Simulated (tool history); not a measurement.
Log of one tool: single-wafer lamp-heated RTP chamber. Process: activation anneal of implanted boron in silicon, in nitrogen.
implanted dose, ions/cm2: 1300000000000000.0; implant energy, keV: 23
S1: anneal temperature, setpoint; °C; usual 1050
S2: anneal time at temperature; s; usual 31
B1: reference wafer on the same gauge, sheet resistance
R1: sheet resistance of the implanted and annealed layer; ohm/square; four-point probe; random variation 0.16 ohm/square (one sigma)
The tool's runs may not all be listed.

| run | hour | S1 | S2 | B1 | R1 |
|---|---|---|---|---|---|
| 1 | 0 | 1050 | 31 | 94.03 | 100.09 |
| 2 | 68.9 | 1050 | 31 | 93.99 | 100.14 |
| 3 | 138.4 | 1066 | 31 | 94 | 99.1 |
| 4 | 165.9 | 1066 | 31 | 94 | 99.4 |
| 5 | 213.7 | 1050 | 31 | 93.99 | 100.07 |
| 6 | 238.2 | 1050 | 31 | 94 | 100.19 |
| 7 | 282.6 | 1050 | 31 | 93.96 | 99.84 |
| 8 | 326.2 | 1029 | 31 | 93.99 | 101.37 |
| 9 | 374.7 | 1029 | 24 | 94.02 | 101.74 |
| 10 | 430.9 | 1074 | 40 | 94.01 | 97.46 |
| 11 | 453.2 | 1033 | 38 | 94.02 | 100.41 |
| 12 | 524.3 | 1050 | 31 | 93.99 | 99.45 |
| 13 | 563.9 | 1050 | 38 | 94.02 | 99.03 |
| 14 | 724.5 | 1065 | 16 | 94.01 | 100.33 |
| 15 | 760.2 | 1050 | 31 | 94.01 | 100.05 |
| 16 | 785.6 | 1050 | 46 | 94 | 99.2 |

Not shown: 6 entries that the log had between the listed runs. Between which runs, and how does the tool's hidden state differ before and after?
Between runs 2 and 3: pyrometer window cleaned and pyrometer calibrated (hour 124.1)
  wafer temperature error from the tarnished reflector plate, K: 0.722 -> 1.12
  measured less the result without the state, R1: -0.05 -> -0.08 ohm/square
Between runs 9 and 10: gauge calibrated (hour 420.3); reflector plate cleaned (hour 430.4)
  wafer temperature error from the tarnished reflector plate, K: 3.78 -> 9.77
  measured less the result without the state, R1: -0.36 -> -0.57 ohm/square
Between runs 11 and 12: pyrometer window cleaned and pyrometer calibrated (hour 521.9)
  wafer temperature error from the tarnished reflector plate, K: 9.78 -> 9.93
  measured less the result without the state, R1: -0.76 -> -0.67 ohm/square
Between runs 13 and 14: reflector plate cleaned, repeated, since the last time left the tool worse (hour 617.3)
  wafer temperature error from the tarnished reflector plate, K: 10.1 -> 0.522
  measured less the result without the state, R1: -0.73 -> -0.02 ohm/square
Between runs 15 and 16: gauge calibrated (hour 773.8)
  wafer temperature error from the tarnished reflector plate, K: 0.685 -> 0.829
  measured less the result without the state, R1: -0.04 -> -0.07 ohm/square
